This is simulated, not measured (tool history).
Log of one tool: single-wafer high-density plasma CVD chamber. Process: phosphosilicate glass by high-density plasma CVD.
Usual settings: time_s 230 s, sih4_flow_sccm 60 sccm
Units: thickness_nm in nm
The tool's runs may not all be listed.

run,hour,time_s,sih4_flow_sccm,wafers since the last listed run,hours since the silane flow controller was replaced,hours since the gauge calibration,"read-back reference wafer on the same gauge, thickness_nm",thickness_nm
1,0.0,245,60,0,4279.4,96.6,1179.930,1485.376
2,26.9,254,55,186,4306.3,123.5,1179.904,1415.226
3,61.1,254,55,237,4340.5,157.7,1179.860,1415.560
4,94.7,230,60,232,4374.1,191.3,1179.673,1395.333
5,124.5,230,60,206,4403.9,221.1,1180.121,1397.388
6,145.4,197,60,144,4424.8,242.0,1180.315,1198.342
7,162.5,197,60,118,4441.9,259.1,1180.327,1200.971
8,190.8,197,60,196,4470.2,287.4,1180.578,1202.445
9,206.9,230,60,111,4486.3,303.5,1180.120,1405.272
10,230.2,230,60,161,4509.6,326.8,1179.106,1407.078
11,254.5,230,60,168,4533.9,351.1,1179.725,1401.833
12,270.1,230,60,108,4549.5,366.7,1179.697,1410.257
13,289.1,230,60,131,4568.5,385.7,1180.074,1406.735
14,312.8,250,67,164,4592.2,409.4,1179.613,1705.062
15,348.7,250,67,248,4628.1,445.3,1179.766,1716.063
# hour 363.4: silane flow controller replaced
16,369.0,250,67,85,5.6,465.6,1179.208,1587.055
17,392.4,215,60,162,29.0,489.0,1180.644,1227.858
18,418.3,230,51,179,54.9,514.9,1180.700,1119.659
19,443.9,230,51,177,80.5,540.5,1179.636,1117.349
20,466.6,230,60,157,103.2,563.2,1179.538,1313.181
21,488.2,265,60,149,124.8,584.8,1180.432,1508.692
22,523.2,265,60,242,159.8,619.8,1180.059,1514.470
23,548.7,230,60,176,185.3,645.3,1180.160,1315.948
24,563.7,230,60,104,200.3,660.3,1180.867,1313.806
25,577.7,249,60,97,214.3,674.3,1179.721,1420.149
# hour 586.0: gauge calibrated
26,608.9,230,60,216,245.5,22.9,1180.058,1312.070
27,637.7,269,57,199,274.3,51.7,1179.279,1455.787
28,667.3,203,64,205,303.9,81.3,1179.618,1237.577
29,702.1,230,60,241,338.7,116.1,1179.895,1312.310
30,769.4,245,63,466,406.0,183.4,1179.805,1468.150
31,791.0,200,69,149,427.6,205.0,1179.524,1322.896
32,807.5,194,54,114,444.1,221.5,1179.875,999.181
33,824.4,258,69,117,461.0,238.4,1180.106,1704.149
34,845.1,252,60,143,481.7,259.1,1180.220,1438.452
35,860.9,230,60,109,497.5,274.9,1179.720,1314.524
36,891.2,230,64,210,527.8,305.2,1179.618,1403.486
37,906.5,230,49,106,543.1,320.5,1181.067,1071.015
38,933.6,230,60,187,570.2,347.6,1181.171,1319.156
39,947.9,271,70,99,584.5,361.9,1180.320,1805.917
40,1017.1,204,49,479,653.7,431.1,1179.756,955.235
41,1036.4,218,67,133,673.0,450.4,1179.153,1395.459
42,1048.5,230,60,83,685.1,462.5,1180.133,1315.302
43,1081.6,264,54,229,718.2,495.6,1180.132,1358.762
44,1114.3,218,67,226,750.9,528.3,1180.825,1390.785
45,1178.2,250,64,443,814.8,592.2,1179.708,1524.912

Hidden state at the last listed run before each entry between runs and at the first one after, where it differs:
Between runs 15 and 16: silane flow controller replaced (hour 363.4)
  delivered silane flow above the setpoint (%): 6.42 -> -0.685
  measured less the result without the state, thickness_nm: +103.560 -> -10.953 nm
Between runs 25 and 26: gauge calibrated (hour 586.0)
  delivered silane flow above the setpoint (%): -0.672 -> -0.668
  measured less the result without the state, thickness_nm: -9.611 -> -8.826 nm
